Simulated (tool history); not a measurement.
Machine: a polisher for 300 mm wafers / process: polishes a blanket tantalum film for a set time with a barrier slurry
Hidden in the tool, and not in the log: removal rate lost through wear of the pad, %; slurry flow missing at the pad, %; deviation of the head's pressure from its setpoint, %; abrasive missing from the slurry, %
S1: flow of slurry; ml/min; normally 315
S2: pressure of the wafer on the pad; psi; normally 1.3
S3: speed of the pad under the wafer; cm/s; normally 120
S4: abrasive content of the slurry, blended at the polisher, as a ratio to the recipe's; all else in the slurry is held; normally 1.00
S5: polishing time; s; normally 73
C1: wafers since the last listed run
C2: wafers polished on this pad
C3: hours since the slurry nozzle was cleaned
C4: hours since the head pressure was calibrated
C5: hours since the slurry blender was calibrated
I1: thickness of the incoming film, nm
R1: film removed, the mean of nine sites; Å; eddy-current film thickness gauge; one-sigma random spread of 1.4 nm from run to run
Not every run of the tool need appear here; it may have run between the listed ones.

run    hour   S1   S2   S3    S4  S5   C1    C2     C3     C4     C5     I1    R1
  1     0.0  315  1.3  140  1.00  73    0   902    5.2  226.7  393.2  279.6  1350
  2    32.9  315  1.3  140  1.00  73  220  1122   38.1  259.6  426.1  282.5  1306
       42.9  -- slurry blender recalibrated
       69.4  -- worn pad replaced by a new one
  3   103.0  315  1.3  140  1.00  73  429   225  108.2  329.7   60.1  277.1  1329
  4   154.5  315  1.3  120  1.00  67  344   569  159.7  381.2  111.6  276.8  1040
  5   217.8  315  1.3  120  1.00  67  423   993  223.0  444.5  174.9  278.1  1021
  6   276.0  315  1.3  120  1.00  67  389  1383  281.2  502.7  233.1  279.2  1001
      299.8  -- worn pad replaced by a new one
  7   322.4  315  1.3  120  1.00  73  283   151  327.6  549.1  279.5  281.8  1103
  8   370.6  315  1.3  120  1.00  73  322   474  375.8  597.3  327.7  281.1  1078
  9   405.9  315  1.3  120  1.00  73  236   710  411.1  632.6  363.0  280.3  1074
 10   451.2  315  1.3  120  1.00  73  303  1013  456.4  677.9  408.3  278.4  1077
      481.8  -- worn pad replaced by a new one
 11   501.7  315  1.3  120  1.00  73  311   133  506.9  728.4  458.8  281.3  1052
 12   550.8  315  1.3  120  1.00  73  328   462  556.0  777.5  507.9  280.4  1027
      555.1  -- slurry blender recalibrated
      570.6  -- slurry nozzle cleaned
 13   581.6  315  1.2  136  1.00  73  186   648   11.0  808.3   26.5  278.1  1112
 14   615.8  315  1.3   86  1.00  73  229   877   45.2  842.5   60.7  275.8   727
 15   680.5  420  0.9   86  1.00  73  433  1310  109.9  907.2  125.4  278.5   518
 16   708.8  250  1.3   86  0.75  56  189  1500  138.2  935.5  153.7  278.7   512
      717.4  -- head pressure recalibrated
      719.9  -- worn pad replaced by a new one
 17   739.7  315  1.0  120  1.00  73  177   132  169.1   22.3  184.6  278.5   839
 18   772.9  315  1.3  162  1.20  73  222   355  202.3   55.5  217.8  274.2  1553
 19   817.3  315  1.3  120  1.00  73  297   652  246.7   99.9  262.2  281.0  1143
 20   876.4  315  1.8  120  0.80  73  395  1048  305.8  159.0  321.3  279.7  1506
 21   904.0  315  1.3  120  1.00  73  184  1232  333.4  186.6  348.9  280.5  1148
      918.8  -- worn pad replaced by a new one
 22   942.9  315  1.3  120  0.85  66  233   161  372.3  225.5  387.8  279.1  1000
      967.0  -- slurry blender recalibrated
 23   972.7  350  1.3   84  1.30  73  186   347  402.1  255.3    5.7  279.4   833
 24  1011.8  315  1.3  120  1.00  73  261   609  441.2  294.4   44.8  285.6  1094
 25  1059.5  390  1.0  156  1.00  54  319   928  488.9  342.1   92.5  279.9   838

5 ways to go on from here, each from the tool as it stands after run 25. What would each give?
  A  1059.9  315  1.3  120  1.00  53   2  931  489.3  342.5  92.9  278.3   ?
  B  1059.9  215  1.3  120  1.00  96   2  931  489.3  342.5  92.9  278.3   ?
  C  1059.9  260  0.9  120  1.00  60   2  931  489.3  342.5  92.9  278.3   ?
  D  1059.9  255  1.3  138  1.00  73   2  931  489.3  342.5  92.9  278.3   ?
  E  1059.9  315  1.3  120  1.25  59   2  931  489.3  342.5  92.9  278.3   ?

run    R1
  A   811
  B  1404
  C   623
  D  1256
  E   938
Take away the tool's hidden state, keep each run's random variation, and the runs would have read:
run    R1
  A   843
  B  1458
  C   647
  D  1305
  E   974

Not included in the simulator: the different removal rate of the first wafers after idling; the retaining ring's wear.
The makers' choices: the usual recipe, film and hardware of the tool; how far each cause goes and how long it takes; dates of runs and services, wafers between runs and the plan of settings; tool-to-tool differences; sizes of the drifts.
